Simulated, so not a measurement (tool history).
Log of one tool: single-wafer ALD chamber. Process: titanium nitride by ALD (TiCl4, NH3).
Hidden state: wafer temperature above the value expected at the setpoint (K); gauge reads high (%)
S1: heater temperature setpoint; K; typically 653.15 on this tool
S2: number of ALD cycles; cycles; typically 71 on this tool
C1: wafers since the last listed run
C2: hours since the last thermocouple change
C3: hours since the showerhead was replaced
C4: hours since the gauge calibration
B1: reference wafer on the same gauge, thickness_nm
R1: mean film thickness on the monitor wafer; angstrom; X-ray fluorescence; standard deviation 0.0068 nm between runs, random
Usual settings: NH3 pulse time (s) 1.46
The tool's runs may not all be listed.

run 1 day=0.000 | S1=648.15 S2=71 NH3_pulse_time_(s)=1.46 | C1=0 C2=1781.3 C3=4971.7 C4=1209.3 | B1=1.719 | R1=14.31
run 2 day=1.862 | S1=648.15 S2=71 NH3_pulse_time_(s)=1.46 | C1=151 C2=1826.0 C3=5016.4 C4=1254.0 | B1=1.719 | R1=14.24
run 3 day=3.400 | S1=648.15 S2=71 NH3_pulse_time_(s)=1.46 | C1=125 C2=1862.9 C3=5053.3 C4=1290.9 | B1=1.717 | R1=14.27
run 4 day=5.117 | S1=653.15 S2=77 NH3_pulse_time_(s)=1.46 | C1=139 C2=1904.1 C3=5094.5 C4=1332.1 | B1=1.717 | R1=15.58
run 5 day=9.354 | S1=653.15 S2=77 NH3_pulse_time_(s)=1.46 | C1=344 C2=2005.8 C3=5196.2 C4=1433.8 | B1=1.713 | R1=15.54
run 6 day=13.996 | S1=647.15 S2=71 NH3_pulse_time_(s)=1.46 | C1=377 C2=2117.2 C3=5307.6 C4=1545.2 | B1=1.711 | R1=14.14
run 7 day=16.846 | S1=647.15 S2=71 NH3_pulse_time_(s)=1.71 | C1=231 C2=2185.6 C3=5376.0 C4=1613.6 | B1=1.707 | R1=14.35
run 8 day=17.962 | S1=663.15 S2=71 NH3_pulse_time_(s)=1.46 | C1=90 C2=2212.4 C3=5402.8 C4=1640.4 | B1=1.708 | R1=14.51
run 9 day=20.592 | S1=663.15 S2=71 NH3_pulse_time_(s)=1.46 | C1=213 C2=2275.5 C3=5465.9 C4=1703.5 | B1=1.707 | R1=14.45
run 10 day=23.100 | S1=663.15 S2=71 NH3_pulse_time_(s)=1.46 | C1=204 C2=2335.7 C3=5526.1 C4=1763.7 | B1=1.703 | R1=14.49
run 11 day=24.192 | S1=653.15 S2=71 NH3_pulse_time_(s)=1.46 | C1=88 C2=2361.9 C3=5552.3 C4=1789.9 | B1=1.704 | R1=14.31
-- day=25.717 thermocouple changed; heater temperature recalibrated
run 12 day=25.738 | S1=653.15 S2=71 NH3_pulse_time_(s)=1.46 | C1=98 C2=0.5 C3=5589.4 C4=1827.0 | B1=1.702 | R1=14.24
run 13 day=27.804 | S1=653.15 S2=71 NH3_pulse_time_(s)=1.32 | C1=168 C2=50.1 C3=5639.0 C4=1876.6 | B1=1.702 | R1=14.15
-- day=29.525 showerhead replaced
run 14 day=30.717 | S1=653.15 S2=71 NH3_pulse_time_(s)=1.46 | C1=209 C2=120.0 C3=28.6 C4=1946.5 | B1=1.698 | R1=14.13
-- day=31.458 gauge calibrated
run 15 day=32.021 | S1=653.15 S2=71 NH3_pulse_time_(s)=1.46 | C1=106 C2=151.3 C3=59.9 C4=13.5 | B1=1.753 | R1=14.69
run 16 day=33.854 | S1=653.15 S2=71 NH3_pulse_time_(s)=1.46 | C1=149 C2=195.3 C3=103.9 C4=57.5 | B1=1.751 | R1=14.65
run 17 day=36.617 | S1=643.15 S2=71 NH3_pulse_time_(s)=1.30 | C1=224 C2=261.6 C3=170.2 C4=123.8 | B1=1.749 | R1=14.09
run 18 day=37.788 | S1=661.15 S2=71 NH3_pulse_time_(s)=1.46 | C1=95 C2=289.7 C3=198.3 C4=151.9 | B1=1.748 | R1=14.71
run 19 day=39.112 | S1=646.15 S2=71 NH3_pulse_time_(s)=1.83 | C1=107 C2=321.5 C3=230.1 C4=183.7 | B1=1.748 | R1=14.68
run 20 day=41.379 | S1=659.15 S2=83 NH3_pulse_time_(s)=1.04 | C1=184 C2=375.9 C3=284.5 C4=238.1 | B1=1.745 | R1=16.62
run 21 day=43.679 | S1=644.15 S2=71 NH3_pulse_time_(s)=1.81 | C1=187 C2=431.1 C3=339.7 C4=293.3 | B1=1.743 | R1=14.67
run 22 day=45.600 | S1=653.15 S2=71 NH3_pulse_time_(s)=1.46 | C1=156 C2=477.2 C3=385.8 C4=339.4 | B1=1.743 | R1=14.52
run 23 day=48.238 | S1=664.15 S2=71 NH3_pulse_time_(s)=1.22 | C1=214 C2=540.5 C3=449.1 C4=402.7 | B1=1.742 | R1=14.64
run 24 day=50.817 | S1=644.15 S2=71 NH3_pulse_time_(s)=1.81 | C1=209 C2=602.4 C3=511.0 C4=464.6 | B1=1.739 | R1=14.66
run 25 day=53.496 | S1=653.15 S2=66 NH3_pulse_time_(s)=1.46 | C1=218 C2=666.7 C3=575.3 C4=528.9 | B1=1.738 | R1=13.46
run 26 day=55.312 | S1=653.15 S2=71 NH3_pulse_time_(s)=1.46 | C1=147 C2=710.3 C3=618.9 C4=572.5 | B1=1.735 | R1=14.56
run 27 day=56.742 | S1=653.15 S2=71 NH3_pulse_time_(s)=1.65 | C1=116 C2=744.6 C3=653.2 C4=606.8 | B1=1.735 | R1=14.67
run 28 day=59.054 | S1=653.15 S2=63 NH3_pulse_time_(s)=1.13 | C1=188 C2=800.1 C3=708.7 C4=662.3 | B1=1.733 | R1=12.49
run 29 day=66.871 | S1=646.15 S2=71 NH3_pulse_time_(s)=1.46 | C1=636 C2=987.7 C3=896.3 C4=849.9 | B1=1.727 | R1=14.39

Alternative continuations, all from the tool just after run 29; predict every row:
run A day=66.892 | S1=653.15 S2=71 NH3_pulse_time_(s)=1.46 | C1=1 C2=988.2 C3=896.8 C4=850.4 | B1=? | R1=?
run B day=66.892 | S1=659.15 S2=62 NH3_pulse_time_(s)=1.63 | C1=1 C2=988.2 C3=896.8 C4=850.4 | B1=? | R1=?
run C day=66.892 | S1=664.15 S2=77 NH3_pulse_time_(s)=1.61 | C1=1 C2=988.2 C3=896.8 C4=850.4 | B1=? | R1=?
run D day=66.892 | S1=653.15 S2=60 NH3_pulse_time_(s)=1.76 | C1=1 C2=988.2 C3=896.8 C4=850.4 | B1=? | R1=?
run E day=66.892 | S1=663.15 S2=60 NH3_pulse_time_(s)=1.75 | C1=1 C2=988.2 C3=896.8 C4=850.4 | B1=? | R1=?

run=A B1=1.728 R1=14.51
run=B B1=1.728 R1=12.89
run=C B1=1.728 R1=16.09
run=D B1=1.728 R1=12.46
run=E B1=1.728 R1=12.59
Without the tool's unlogged condition, the same runs would have read:
run=A R1=14.78
run=B R1=13.13
run=C R1=16.39
run=D R1=12.69
run=E R1=12.82
